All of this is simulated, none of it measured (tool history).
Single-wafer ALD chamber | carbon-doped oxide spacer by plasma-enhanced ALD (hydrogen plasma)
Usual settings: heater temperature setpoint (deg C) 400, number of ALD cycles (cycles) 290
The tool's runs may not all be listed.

| run | day | heater temperature setpoint (deg C) | number of ALD cycles (cycles) | wafers since the last listed run | hours since the last thermocouple change | hours since the gauge calibration | read-back reference wafer on the same gauge, thickness_nm | mean film thickness on the monitor wafer (nm) |
|---|---|---|---|---|---|---|---|---|
| 1 | 0 | 400 | 259 | 0 | 347.6 | 12.7 | 12.387 | 12.337 |
| 2 | 1.217 | 406 | 290 | 47 | 376.8 | 41.9 | 12.425 | 13.557 |
| 3 | 2.483 | 406 | 290 | 49 | 407.2 | 72.3 | 12.414 | 13.693 |
| 4 | 3.571 | 400 | 308 | 42 | 433.3 | 98.4 | 12.41 | 14.726 |
| 5 | 5.454 | 392 | 290 | 74 | 478.5 | 143.6 | 12.41 | 13.852 |
| 6 | 7.271 | 395 | 290 | 71 | 522.1 | 187.2 | 12.391 | 13.871 |
| 7 | 10.267 | 395 | 290 | 117 | 594 | 259.1 | 12.387 | 13.837 |
| 8 | 12.846 | 400 | 290 | 101 | 655.9 | 321 | 12.384 | 13.802 |
| 9 | 15.242 | 400 | 290 | 94 | 713.4 | 378.5 | 12.379 | 13.876 |
| 10 | 17.892 | 400 | 290 | 104 | 777 | 442.1 | 12.363 | 13.804 |
| 11 | 19.025 | 400 | 290 | 44 | 804.2 | 469.3 | 12.347 | 13.801 |
| 12 | 20.692 | 400 | 290 | 65 | 844.2 | 509.3 | 12.355 | 13.756 |
| 13 | 22.929 | 400 | 290 | 87 | 897.9 | 563 | 12.33 | 13.761 |
| 14 | 24.421 | 400 | 290 | 58 | 933.7 | 598.8 | 12.323 | 13.706 |
| 15 | 26.275 | 388 | 242 | 72 | 978.2 | 643.3 | 12.317 | 11.458 |
| 16 | 28.025 | 400 | 290 | 68 | 1020.2 | 685.3 | 12.302 | 13.774 |
| 17 | 29.221 | 386 | 318 | 47 | 1048.9 | 714 | 12.305 | 15.062 |
| 18 | 31.917 | 410 | 335 | 106 | 1113.6 | 778.7 | 12.278 | 15.402 |
| 19 | 33.25 | 415 | 252 | 52 | 1145.6 | 810.7 | 12.268 | 11.442 |
|  | 33.975 | thermocouple changed; heater temperature recalibrated |
| 20 | 35.496 | 396 | 335 | 75 | 36.5 | 864.6 | 12.248 | 15.771 |
| 21 | 36.625 | 400 | 290 | 44 | 63.6 | 891.7 | 12.226 | 13.729 |
| 22 | 38.254 | 400 | 290 | 64 | 102.7 | 930.8 | 12.216 | 13.648 |
|  | 39.075 | gauge calibrated |
| 23 | 40.604 | 408 | 328 | 92 | 159.1 | 36.7 | 12.366 | 15.297 |
| 24 | 42.229 | 400 | 290 | 63 | 198.1 | 75.7 | 12.383 | 13.844 |
| 25 | 44.7 | 388 | 331 | 97 | 257.4 | 135 | 12.381 | 15.86 |
| 26 | 47.675 | 400 | 319 | 116 | 328.8 | 206.4 | 12.389 | 15.263 |
| 27 | 49.596 | 393 | 264 | 75 | 374.9 | 252.5 | 12.359 | 12.572 |
| 28 | 51.267 | 400 | 290 | 65 | 415 | 292.6 | 12.369 | 13.789 |

5 ways to go on from here, each from the tool as it stands after run 28. What would each give?
| A | 51.3 | 400 | 290 | 1 | 415.8 | 293.4 | ? | ? |
| B | 51.3 | 392 | 233 | 1 | 415.8 | 293.4 | ? | ? |
| C | 51.3 | 405 | 323 | 1 | 415.8 | 293.4 | ? | ? |
| D | 51.3 | 414 | 337 | 1 | 415.8 | 293.4 | ? | ? |
| E | 51.3 | 405 | 249 | 1 | 415.8 | 293.4 | ? | ? |

| run | read-back reference wafer on the same gauge, thickness_nm | mean film thickness on the monitor wafer (nm) |
|---|---|---|
| A | 12.359 | 13.762 |
| B | 12.359 | 11.057 |
| C | 12.359 | 15.125 |
| D | 12.359 | 15.401 |
| E | 12.359 | 11.66 |
Without the tool's hidden state the same runs would have given:
| run | mean film thickness on the monitor wafer (nm) |
|---|---|
| A | 13.798 |
| B | 11.086 |
| C | 15.165 |
| D | 15.441 |
| E | 11.691 |
